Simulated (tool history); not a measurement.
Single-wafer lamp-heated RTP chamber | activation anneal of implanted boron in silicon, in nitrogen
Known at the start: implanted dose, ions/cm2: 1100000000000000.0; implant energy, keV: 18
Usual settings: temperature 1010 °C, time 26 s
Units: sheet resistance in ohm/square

| run | hour | temperature | time | wafers since the last listed run | wafers since the last pyrometer calibration | wafers since the reflector plate was cleaned | hours since the gauge calibration | read-back reference wafer on the same gauge, sheet resistance | sheet resistance |
|---|---|---|---|---|---|---|---|---|---|
| 1 | 0 | 1010 | 32 | 0 | 1078 | 4341 | 403.6 | 105.01 | 115.14 |
|  | 20.8 | reflector plate cleaned |
| 2 | 52.7 | 1010 | 32 | 776 | 1855 | 554 | 456.3 | 104.92 | 115.4 |
| 3 | 94.2 | 1010 | 32 | 720 | 2575 | 1275 | 497.8 | 104.94 | 115.29 |
|  | 289.2 | reflector plate cleaned |
| 4 | 300.6 | 1003 | 30 | 3445 | 6021 | 198 | 704.2 | 105.04 | 115.83 |
| 5 | 330 | 1003 | 30 | 510 | 6531 | 708 | 733.6 | 105 | 115.36 |
| 6 | 383.9 | 1003 | 30 | 936 | 7467 | 1644 | 787.5 | 104.91 | 115.08 |
| 7 | 435.7 | 1010 | 14 | 899 | 8367 | 2544 | 839.3 | 104.92 | 114.62 |
|  | 444.3 | pyrometer window cleaned and pyrometer calibrated |
| 8 | 479.8 | 1010 | 14 | 626 | 616 | 3171 | 883.4 | 104.95 | 117.4 |
| 9 | 522.3 | 1010 | 23 | 738 | 1354 | 3909 | 925.9 | 104.93 | 115.7 |
|  | 621.5 | reflector plate cleaned |
| 10 | 659.8 | 1010 | 23 | 2248 | 3603 | 664 | 1063.4 | 104.87 | 116.04 |
| 11 | 707.5 | 1010 | 23 | 828 | 4432 | 1492 | 1111.1 | 104.98 | 115.29 |
| 12 | 776.6 | 1017 | 26 | 1199 | 5632 | 2692 | 1180.2 | 105.05 | 113.71 |
|  | 813.1 | gauge calibrated |
| 13 | 831.1 | 1010 | 26 | 946 | 6578 | 3639 | 18 | 104.94 | 114.61 |
|  | 898.9 | reflector plate cleaned |
| 14 | 902.5 | 1034 | 13 | 1100 | 7679 | 62 | 89.4 | 105.07 | 113.36 |
|  | 955.3 | pyrometer window cleaned and pyrometer calibrated |
| 15 | 958.2 | 1010 | 26 | 828 | 49 | 890 | 145.1 | 105.07 | 115.68 |
| 16 | 1024.4 | 1010 | 26 | 1149 | 1199 | 2040 | 211.3 | 104.96 | 115.08 |
| 17 | 1054.5 | 982 | 13 | 522 | 1722 | 2562 | 241.4 | 104.97 | 126.95 |
| 18 | 1078.7 | 1010 | 26 | 420 | 2142 | 2983 | 265.6 | 104.9 | 115.27 |
| 19 | 1107.4 | 997 | 38 | 498 | 2640 | 3481 | 294.3 | 105.03 | 115.91 |
| 20 | 1147.3 | 994 | 37 | 692 | 3333 | 4174 | 334.2 | 105.05 | 116.87 |
|  | 1191.9 | reflector plate cleaned |
| 21 | 1192.4 | 1035 | 32 | 644 | 3977 | 8 | 379.3 | 104.99 | 112.65 |
| 22 | 1220.1 | 1019 | 13 | 481 | 4458 | 489 | 407 | 104.97 | 114.84 |
| 23 | 1281.9 | 984 | 33 | 1073 | 5532 | 1563 | 468.8 | 105.1 | 119.94 |

Run 24 comes next. What will it give?
| 24 | 1328.4 | 1039 | 16 | 807 | 6339 | 2370 | 515.3 | ? | ? |

{"run 24": {"read-back reference wafer on the same gauge, sheet resistance": 105.05, "sheet resistance": 112.96}}
Without the tool's hidden state the same run would have given sheet resistance 113.59 ohm/square.
